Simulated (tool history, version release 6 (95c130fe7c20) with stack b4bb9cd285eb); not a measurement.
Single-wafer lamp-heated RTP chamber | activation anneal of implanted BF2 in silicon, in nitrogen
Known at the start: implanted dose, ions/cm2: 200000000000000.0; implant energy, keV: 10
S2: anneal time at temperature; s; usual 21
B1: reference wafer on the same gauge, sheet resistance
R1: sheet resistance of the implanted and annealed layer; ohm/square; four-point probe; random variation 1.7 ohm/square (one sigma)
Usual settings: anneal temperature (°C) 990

{"run": 1, "hour": 0.0, "anneal temperature (°C)": 990, "S2": 21, "B1": 563.11, "R1": 592.99}
{"hour": 4.9, "done": "pyrometer window cleaned and pyrometer calibrated"}
{"run": 2, "hour": 61.8, "anneal temperature (°C)": 990, "S2": 21, "B1": 562.99, "R1": 592.6}
{"run": 3, "hour": 160.1, "anneal temperature (°C)": 990, "S2": 21, "B1": 563.02, "R1": 593.28}
{"run": 4, "hour": 211.4, "anneal temperature (°C)": 990, "S2": 16, "B1": 562.66, "R1": 598.12}
{"hour": 283.5, "done": "pyrometer window cleaned and pyrometer calibrated"}
{"run": 5, "hour": 303.5, "anneal temperature (°C)": 990, "S2": 16, "B1": 562.47, "R1": 598.71}
{"run": 6, "hour": 393.7, "anneal temperature (°C)": 990, "S2": 21, "B1": 563.44, "R1": 593.63}
{"hour": 475.6, "done": "reflector plate cleaned"}
{"run": 7, "hour": 501.5, "anneal temperature (°C)": 990, "S2": 21, "B1": 563.25, "R1": 593.15}
{"hour": 535.7, "done": "gauge calibrated"}
{"run": 8, "hour": 563.2, "anneal temperature (°C)": 990, "S2": 21, "B1": 563.06, "R1": 590.89}
{"hour": 576.5, "done": "pyrometer window cleaned and pyrometer calibrated"}
{"run": 9, "hour": 664.2, "anneal temperature (°C)": 1016, "S2": 12, "B1": 563.06, "R1": 588.75}
{"run": 10, "hour": 768.4, "anneal temperature (°C)": 969, "S2": 34, "B1": 563.13, "R1": 602.9}

Run 11 comes next. What will it give?
{"hour": 815.7, "done": "pyrometer window cleaned and pyrometer calibrated"}
{"run": 11, "hour": 817.9, "anneal temperature (°C)": 1006, "S2": 27, "B1": "?", "R1": "?"}

B1: 563.15
R1: 579.15 ohm/square
Without the tool's hidden state the same run would have given R1 579.15 ohm/square.

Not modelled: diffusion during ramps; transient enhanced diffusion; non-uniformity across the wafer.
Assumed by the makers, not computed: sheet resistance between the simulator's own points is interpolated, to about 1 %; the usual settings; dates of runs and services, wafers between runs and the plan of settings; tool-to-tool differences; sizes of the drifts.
